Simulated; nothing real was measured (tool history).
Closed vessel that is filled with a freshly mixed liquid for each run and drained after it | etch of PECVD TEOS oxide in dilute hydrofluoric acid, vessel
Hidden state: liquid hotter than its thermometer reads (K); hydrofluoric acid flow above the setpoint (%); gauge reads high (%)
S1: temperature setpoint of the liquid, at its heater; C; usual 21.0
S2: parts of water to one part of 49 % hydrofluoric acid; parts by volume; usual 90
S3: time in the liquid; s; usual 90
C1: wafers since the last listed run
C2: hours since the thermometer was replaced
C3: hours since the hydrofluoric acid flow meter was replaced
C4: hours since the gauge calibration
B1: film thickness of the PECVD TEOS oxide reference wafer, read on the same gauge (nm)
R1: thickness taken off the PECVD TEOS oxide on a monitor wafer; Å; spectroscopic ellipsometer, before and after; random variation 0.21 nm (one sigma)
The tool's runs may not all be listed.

run     day    S1   S2   S3     C1      C2      C3      C4      B1     R1
  1   0.000  21.0  120   60      0   513.3     5.5   720.7  129.99  121.0
  2   2.254  21.0  120   60   3977   567.4    59.6   774.8  130.00  122.3
  3   9.367  23.0   75   90  12551   738.1   230.3   945.5  130.01  342.9
  4  10.683  23.0   75   90   2323   769.7   261.9   977.1  130.01  346.1
  5  13.367  23.0   75   90   4735   834.1   326.3  1041.5  130.01  342.3
  6  14.867  21.0   90   90   2647   870.1   362.3  1077.5  130.01  265.5
  7  17.438  21.0   90   90   4536   931.8   424.0  1139.2  129.99  266.8
  8  20.046  21.0   90   90   4602   994.4   486.6  1201.8  130.03  269.6
  9  22.188  21.0   90   90   3779  1045.8   538.0  1253.2  130.00  270.2
 10  24.792  21.0   90   90   4595  1108.3   600.5  1315.7  130.02  271.1
     25.942  -- thermometer replaced
 11  27.212  21.0   75   90   4198    30.5   658.6  1373.8  130.01  321.8
 12  28.817  19.5   90   90   2830    69.0   697.1  1412.3  130.01  239.4
 13  29.908  19.5   90   90   1926    95.2   723.3  1438.5  130.02  244.4
 14  35.979  21.0   90   90  10713   240.9   869.0  1584.2  130.00  266.9
 15  37.925  18.0  130   90   3433   287.6   915.7  1630.9  130.02  157.8
 16  39.396  17.0   90   90   2595   322.9   951.0  1666.2  130.01  229.1
 17  42.129  21.0   90   90   4823   388.5  1016.6  1731.8  130.00  270.1
     42.650  -- gauge calibrated
 18  43.883  21.0  125   90   3095   430.6  1058.7    29.6  130.01  190.6
 19  45.067  25.0   65   90   2088   459.0  1087.1    58.0  130.02  454.3
 20  47.300  21.0   90   90   3941   512.6  1140.7   111.6  129.99  276.2
 21  48.896  25.5  135  110   2816   550.9  1179.0   149.9  129.99  255.9
     49.988  -- hydrofluoric acid flow meter replaced
 22  50.129  21.0   90  130   2102   580.5     3.4   179.5  129.99  358.8
 23  52.512  18.0  110   90   4205   637.7    60.6   236.7  130.01  179.6
 24  54.467  21.0  115   90   3448   684.6   107.5   283.6  129.99  192.4
 25  57.329  19.0  120   40   5051   753.3   176.2   352.3  130.01   76.2
     64.562  -- thermometer replaced
 26  66.025  17.5  105   60  15271    35.1   384.9   561.0  130.00  122.0
 27  68.729  21.0   90   90   4772   100.0   449.8   625.9  129.99  257.8
 28  70.875  18.0  110   90   3786   151.5   501.3   677.4  130.01  180.0
 29  72.288  19.0   60  110   2492   185.4   535.2   711.3  130.01  450.8
 30  75.167  21.0   90   65   5080   254.5   604.3   780.4  130.02  184.3

Run 31 comes next. What will it give?
 31  76.192  18.0  90  90  1808  279.1  628.9  805.0   ?   ?

{"run 31": {"B1": 130.02, "R1": 226.9}}
Without the tool's hidden state the same run would have given R1 210.8 Å.
